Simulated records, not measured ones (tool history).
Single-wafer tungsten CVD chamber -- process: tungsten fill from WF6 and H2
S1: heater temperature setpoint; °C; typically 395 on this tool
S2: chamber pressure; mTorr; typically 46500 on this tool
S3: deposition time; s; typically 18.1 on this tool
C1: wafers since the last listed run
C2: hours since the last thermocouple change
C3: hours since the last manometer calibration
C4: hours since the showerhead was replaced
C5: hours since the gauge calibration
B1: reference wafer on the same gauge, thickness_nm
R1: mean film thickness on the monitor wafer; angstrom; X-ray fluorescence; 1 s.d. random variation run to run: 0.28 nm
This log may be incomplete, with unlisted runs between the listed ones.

{"run": 1, "hour": 0.0, "S1": 395, "S2": 46500, "S3": 18.1, "C1": 0, "C2": 1208.7, "C3": 2588.9, "C4": 4730.6, "C5": 336, "B1": 60.57, "R1": 619.13}
{"run": 2, "hour": 19.3, "S1": 395, "S2": 46500, "S3": 18.1, "C1": 526, "C2": 1228, "C3": 2608.2, "C4": 4749.9, "C5": 355.3, "B1": 60.777, "R1": 615.74}
{"run": 3, "hour": 50.7, "S1": 395, "S2": 46500, "S3": 15.5, "C1": 856, "C2": 1259.4, "C3": 2639.6, "C4": 4781.3, "C5": 386.7, "B1": 60.709, "R1": 524.46}
{"run": 4, "hour": 84.1, "S1": 395, "S2": 46500, "S3": 19.9, "C1": 911, "C2": 1292.8, "C3": 2673, "C4": 4814.7, "C5": 420.1, "B1": 60.578, "R1": 682.81}
{"run": 5, "hour": 98.4, "S1": 395, "S2": 46500, "S3": 19.9, "C1": 390, "C2": 1307.1, "C3": 2687.3, "C4": 4829, "C5": 434.4, "B1": 60.717, "R1": 677.09}
{"run": 6, "hour": 148.9, "S1": 395, "S2": 46500, "S3": 19.9, "C1": 1377, "C2": 1357.6, "C3": 2737.8, "C4": 4879.5, "C5": 484.9, "B1": 60.692, "R1": 682.84}
{"run": 7, "hour": 165.7, "S1": 395, "S2": 46500, "S3": 18.1, "C1": 458, "C2": 1374.4, "C3": 2754.6, "C4": 4896.3, "C5": 501.7, "B1": 60.659, "R1": 618.6}
{"run": 8, "hour": 186.8, "S1": 395, "S2": 46500, "S3": 18.1, "C1": 575, "C2": 1395.5, "C3": 2775.7, "C4": 4917.4, "C5": 522.8, "B1": 60.781, "R1": 621.9}
{"run": 9, "hour": 204.6, "S1": 395, "S2": 46500, "S3": 18.1, "C1": 485, "C2": 1413.3, "C3": 2793.5, "C4": 4935.2, "C5": 540.6, "B1": 60.677, "R1": 621.35}
{"run": 10, "hour": 223.6, "S1": 395, "S2": 46500, "S3": 18.1, "C1": 518, "C2": 1432.3, "C3": 2812.5, "C4": 4954.2, "C5": 559.6, "B1": 60.736, "R1": 623.42}
{"run": 11, "hour": 249.4, "S1": 395, "S2": 46500, "S3": 18.1, "C1": 703, "C2": 1458.1, "C3": 2838.3, "C4": 4980, "C5": 585.4, "B1": 60.648, "R1": 621.31}
{"hour": 263.9, "done": "capacitance manometer re-zeroed and calibrated"}
{"run": 12, "hour": 265.5, "S1": 395, "S2": 46500, "S3": 18.1, "C1": 221, "C2": 1474.2, "C3": 1.6, "C4": 4996.1, "C5": 601.5, "B1": 60.808, "R1": 627.86}
{"run": 13, "hour": 310.5, "S1": 395, "S2": 46500, "S3": 18.1, "C1": 1227, "C2": 1519.2, "C3": 46.6, "C4": 5041.1, "C5": 646.5, "B1": 60.652, "R1": 621.06}
{"run": 14, "hour": 327.2, "S1": 395, "S2": 46500, "S3": 18.1, "C1": 455, "C2": 1535.9, "C3": 63.3, "C4": 5057.8, "C5": 663.2, "B1": 60.714, "R1": 622.25}
{"hour": 332.9, "done": "gauge calibrated"}
{"run": 15, "hour": 359.8, "S1": 395, "S2": 46500, "S3": 18.1, "C1": 889, "C2": 1568.5, "C3": 95.9, "C4": 5090.4, "C5": 26.9, "B1": 60.738, "R1": 626.97}
{"hour": 388.8, "done": "showerhead replaced, of another model than before"}
{"run": 16, "hour": 390.0, "S1": 407, "S2": 46500, "S3": 15.2, "C1": 605, "C2": 1598.7, "C3": 126.1, "C4": 1.2, "C5": 57.1, "B1": 60.659, "R1": 636.71}
{"run": 17, "hour": 421.5, "S1": 388, "S2": 39900, "S3": 20, "C1": 859, "C2": 1630.2, "C3": 157.6, "C4": 32.7, "C5": 88.6, "B1": 60.611, "R1": 578.03}
{"run": 18, "hour": 446.3, "S1": 385, "S2": 54400, "S3": 18.1, "C1": 676, "C2": 1655, "C3": 182.4, "C4": 57.5, "C5": 113.4, "B1": 60.571, "R1": 565.37}
{"run": 19, "hour": 516.2, "S1": 400, "S2": 50200, "S3": 18.1, "C1": 1907, "C2": 1724.9, "C3": 252.3, "C4": 127.4, "C5": 183.3, "B1": 60.686, "R1": 700.15}
{"run": 20, "hour": 533.0, "S1": 390, "S2": 40000, "S3": 14.8, "C1": 458, "C2": 1741.7, "C3": 269.1, "C4": 144.2, "C5": 200.1, "B1": 60.751, "R1": 445.77}
{"run": 21, "hour": 557.6, "S1": 395, "S2": 46500, "S3": 18.1, "C1": 671, "C2": 1766.3, "C3": 293.7, "C4": 168.8, "C5": 224.7, "B1": 60.722, "R1": 636.84}
{"run": 22, "hour": 571.0, "S1": 401, "S2": 46500, "S3": 21.2, "C1": 365, "C2": 1779.7, "C3": 307.1, "C4": 182.2, "C5": 238.1, "B1": 60.602, "R1": 816.76}
{"run": 23, "hour": 632.7, "S1": 407, "S2": 46500, "S3": 15.9, "C1": 1683, "C2": 1841.4, "C3": 368.8, "C4": 243.9, "C5": 299.8, "B1": 60.829, "R1": 685.08}
{"hour": 649.6, "done": "thermocouple changed; heater temperature recalibrated"}
{"run": 24, "hour": 650.1, "S1": 395, "S2": 46500, "S3": 18.1, "C1": 256, "C2": 0.5, "C3": 386.2, "C4": 261.3, "C5": 317.2, "B1": 60.71, "R1": 585.78}
{"run": 25, "hour": 663.9, "S1": 381, "S2": 46500, "S3": 18.1, "C1": 376, "C2": 14.3, "C3": 400, "C4": 275.1, "C5": 331, "B1": 60.666, "R1": 458.71}
{"run": 26, "hour": 687.8, "S1": 407, "S2": 46500, "S3": 19.2, "C1": 652, "C2": 38.2, "C3": 423.9, "C4": 299, "C5": 354.9, "B1": 60.746, "R1": 768.91}
{"run": 27, "hour": 702.0, "S1": 390, "S2": 51200, "S3": 21.7, "C1": 387, "C2": 52.4, "C3": 438.1, "C4": 313.2, "C5": 369.1, "B1": 60.81, "R1": 673.74}
{"run": 28, "hour": 731.1, "S1": 401, "S2": 50700, "S3": 18.1, "C1": 794, "C2": 81.5, "C3": 467.2, "C4": 342.3, "C5": 398.2, "B1": 60.734, "R1": 680.66}
{"run": 29, "hour": 763.9, "S1": 383, "S2": 42800, "S3": 18.1, "C1": 894, "C2": 114.3, "C3": 500, "C4": 375.1, "C5": 431, "B1": 60.726, "R1": 462.06}
{"run": 30, "hour": 786.6, "S1": 395, "S2": 46500, "S3": 16.7, "C1": 619, "C2": 137, "C3": 522.7, "C4": 397.8, "C5": 453.7, "B1": 60.721, "R1": 549.27}
{"run": 31, "hour": 811.4, "S1": 405, "S2": 51700, "S3": 19.6, "C1": 676, "C2": 161.8, "C3": 547.5, "C4": 422.6, "C5": 478.5, "B1": 60.699, "R1": 795.37}
{"run": 32, "hour": 837.6, "S1": 400, "S2": 42300, "S3": 17.1, "C1": 714, "C2": 188, "C3": 573.7, "C4": 448.8, "C5": 504.7, "B1": 60.645, "R1": 580.55}
{"run": 33, "hour": 872.5, "S1": 395, "S2": 46500, "S3": 18.1, "C1": 952, "C2": 222.9, "C3": 608.6, "C4": 483.7, "C5": 539.6, "B1": 60.624, "R1": 592.17}
{"run": 34, "hour": 885.2, "S1": 386, "S2": 52200, "S3": 18.1, "C1": 346, "C2": 235.6, "C3": 621.3, "C4": 496.4, "C5": 552.3, "B1": 60.746, "R1": 532.55}

Hidden condition of the tool, last listed run before each entry between runs versus first listed run after:
After run 11, before run 12: capacitance manometer re-zeroed and calibrated (hour 263.9)
  wafer temperature above the value expected at the setpoint (K): 4.63 -> 4.68
  measured minus no-state result, R1: +48.16 -> +49.12 angstrom
After run 14, before run 15: gauge calibrated (hour 332.9)
  wafer temperature above the value expected at the setpoint (K): 4.85 -> 4.94
  measured minus no-state result, R1: +50.41 -> +51.71 angstrom
After run 15, before run 16: showerhead replaced, of another model than before (hour 388.8)
  wafer temperature above the value expected at the setpoint (K): 4.94 -> 5.03
  measured minus no-state result, R1: +51.71 -> +49.41 angstrom
After run 23, before run 24: thermocouple changed; heater temperature recalibrated (hour 649.6)
  wafer temperature above the value expected at the setpoint (K): 5.71 -> 1.38
  measured minus no-state result, R1: +59.71 -> +14 angstrom
